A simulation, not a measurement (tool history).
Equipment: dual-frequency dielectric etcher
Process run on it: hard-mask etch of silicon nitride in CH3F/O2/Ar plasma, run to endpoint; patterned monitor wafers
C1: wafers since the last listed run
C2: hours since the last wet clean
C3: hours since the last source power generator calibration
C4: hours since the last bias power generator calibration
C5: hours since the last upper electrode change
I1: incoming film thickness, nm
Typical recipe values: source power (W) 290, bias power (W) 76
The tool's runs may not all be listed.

run 1 hour=0 | source_power_(W)=270 bias_power_(W)=76 | C1=0 C2=364.4 C3=2743.1 C4=3369.1 C5=3570.8 | I1=41.54 | endpoint_time_(s)=72.6
run 2 hour=26.1 | source_power_(W)=290 bias_power_(W)=76 | C1=184 C2=390.5 C3=2769.2 C4=3395.2 C5=3596.9 | I1=41.94 | endpoint_time_(s)=69.9
run 3 hour=52.3 | source_power_(W)=290 bias_power_(W)=76 | C1=184 C2=416.7 C3=2795.4 C4=3421.4 C5=3623.1 | I1=41.19 | endpoint_time_(s)=68.7
run 4 hour=78.2 | source_power_(W)=290 bias_power_(W)=76 | C1=182 C2=442.6 C3=2821.3 C4=3447.3 C5=3649 | I1=42.32 | endpoint_time_(s)=70.9
-- hour=167.5 wet clean of the chamber
run 5 hour=168 | source_power_(W)=260 bias_power_(W)=76 | C1=464 C2=0.5 C3=2911.1 C4=3537.1 C5=3738.8 | I1=41.8 | endpoint_time_(s)=72.8
run 6 hour=226 | source_power_(W)=260 bias_power_(W)=76 | C1=409 C2=58.5 C3=2969.1 C4=3595.1 C5=3796.8 | I1=42.13 | endpoint_time_(s)=74.3
run 7 hour=264.5 | source_power_(W)=260 bias_power_(W)=76 | C1=271 C2=97 C3=3007.6 C4=3633.6 C5=3835.3 | I1=41.56 | endpoint_time_(s)=73.5
-- hour=381.2 source power generator calibrated
run 8 hour=417.7 | source_power_(W)=290 bias_power_(W)=76 | C1=1053 C2=250.2 C3=36.5 C4=3786.8 C5=3988.5 | I1=41.35 | endpoint_time_(s)=68.5
run 9 hour=447.8 | source_power_(W)=290 bias_power_(W)=76 | C1=212 C2=280.3 C3=66.6 C4=3816.9 C5=4018.6 | I1=41.68 | endpoint_time_(s)=69.3
-- hour=473.5 bias power generator calibrated
run 10 hour=510.9 | source_power_(W)=340 bias_power_(W)=61 | C1=417 C2=343.4 C3=129.7 C4=37.4 C5=4081.7 | I1=41.58 | endpoint_time_(s)=68.7
-- hour=645.1 wet clean of the chamber
run 11 hour=645.6 | source_power_(W)=340 bias_power_(W)=61 | C1=781 C2=0.5 C3=264.4 C4=172.1 C5=4216.4 | I1=41.62 | endpoint_time_(s)=67.8
run 12 hour=706.2 | source_power_(W)=360 bias_power_(W)=84 | C1=427 C2=61.1 C3=325 C4=232.7 C5=4277 | I1=41.5 | endpoint_time_(s)=58.1
run 13 hour=765.5 | source_power_(W)=290 bias_power_(W)=92 | C1=418 C2=120.4 C3=384.3 C4=292 C5=4336.3 | I1=41.29 | endpoint_time_(s)=63.4
run 14 hour=812.2 | source_power_(W)=290 bias_power_(W)=67 | C1=329 C2=167.1 C3=431 C4=338.7 C5=4383 | I1=41.36 | endpoint_time_(s)=71.7
-- hour=864.3 upper electrode replaced, of another model than before
run 15 hour=872.2 | source_power_(W)=290 bias_power_(W)=76 | C1=254 C2=227.1 C3=491 C4=398.7 C5=7.9 | I1=41.41 | endpoint_time_(s)=69
run 16 hour=932 | source_power_(W)=230 bias_power_(W)=69 | C1=422 C2=286.9 C3=550.8 C4=458.5 C5=67.7 | I1=41.95 | endpoint_time_(s)=81
run 17 hour=1018.6 | source_power_(W)=290 bias_power_(W)=76 | C1=611 C2=373.5 C3=637.4 C4=545.1 C5=154.3 | I1=41.65 | endpoint_time_(s)=69.3
run 18 hour=1051.3 | source_power_(W)=360 bias_power_(W)=86 | C1=230 C2=406.2 C3=670.1 C4=577.8 C5=187 | I1=41.83 | endpoint_time_(s)=59.7
run 19 hour=1110.7 | source_power_(W)=330 bias_power_(W)=61 | C1=419 C2=465.6 C3=729.5 C4=637.2 C5=246.4 | I1=41.47 | endpoint_time_(s)=77.7
-- hour=1152.8 wet clean of the chamber
run 20 hour=1159.1 | source_power_(W)=290 bias_power_(W)=76 | C1=172 C2=6.3 C3=777.9 C4=685.6 C5=294.8 | I1=41.5 | endpoint_time_(s)=67.6
run 21 hour=1188.5 | source_power_(W)=240 bias_power_(W)=59 | C1=207 C2=35.7 C3=807.3 C4=715 C5=324.2 | I1=42.29 | endpoint_time_(s)=89.3
run 22 hour=1244.6 | source_power_(W)=250 bias_power_(W)=67 | C1=395 C2=91.8 C3=863.4 C4=771.1 C5=380.3 | I1=41.85 | endpoint_time_(s)=78.9

5 options for the next run, each taken on its own from the tool as it stands now. Forecast them:
run A hour=1245 | source_power_(W)=290 bias_power_(W)=63 | C1=2 C2=92.2 C3=863.8 C4=771.5 C5=380.7 | I1=41.59 | endpoint_time_(s)=?
run B hour=1245 | source_power_(W)=290 bias_power_(W)=65 | C1=2 C2=92.2 C3=863.8 C4=771.5 C5=380.7 | I1=41.59 | endpoint_time_(s)=?
run C hour=1245 | source_power_(W)=340 bias_power_(W)=90 | C1=2 C2=92.2 C3=863.8 C4=771.5 C5=380.7 | I1=41.59 | endpoint_time_(s)=?
run D hour=1245 | source_power_(W)=340 bias_power_(W)=70 | C1=2 C2=92.2 C3=863.8 C4=771.5 C5=380.7 | I1=41.59 | endpoint_time_(s)=?
run E hour=1245 | source_power_(W)=320 bias_power_(W)=58 | C1=2 C2=92.2 C3=863.8 C4=771.5 C5=380.7 | I1=41.59 | endpoint_time_(s)=?

run=A endpoint_time_(s)=78.5
run=B endpoint_time_(s)=76.6
run=C endpoint_time_(s)=58.1
run=D endpoint_time_(s)=68.7
run=E endpoint_time_(s)=81
What these runs would have given with no unlogged condition in the tool:
run=A endpoint_time_(s)=78.4
run=B endpoint_time_(s)=76.5
run=C endpoint_time_(s)=58
run=D endpoint_time_(s)=68.6
run=E endpoint_time_(s)=80.9
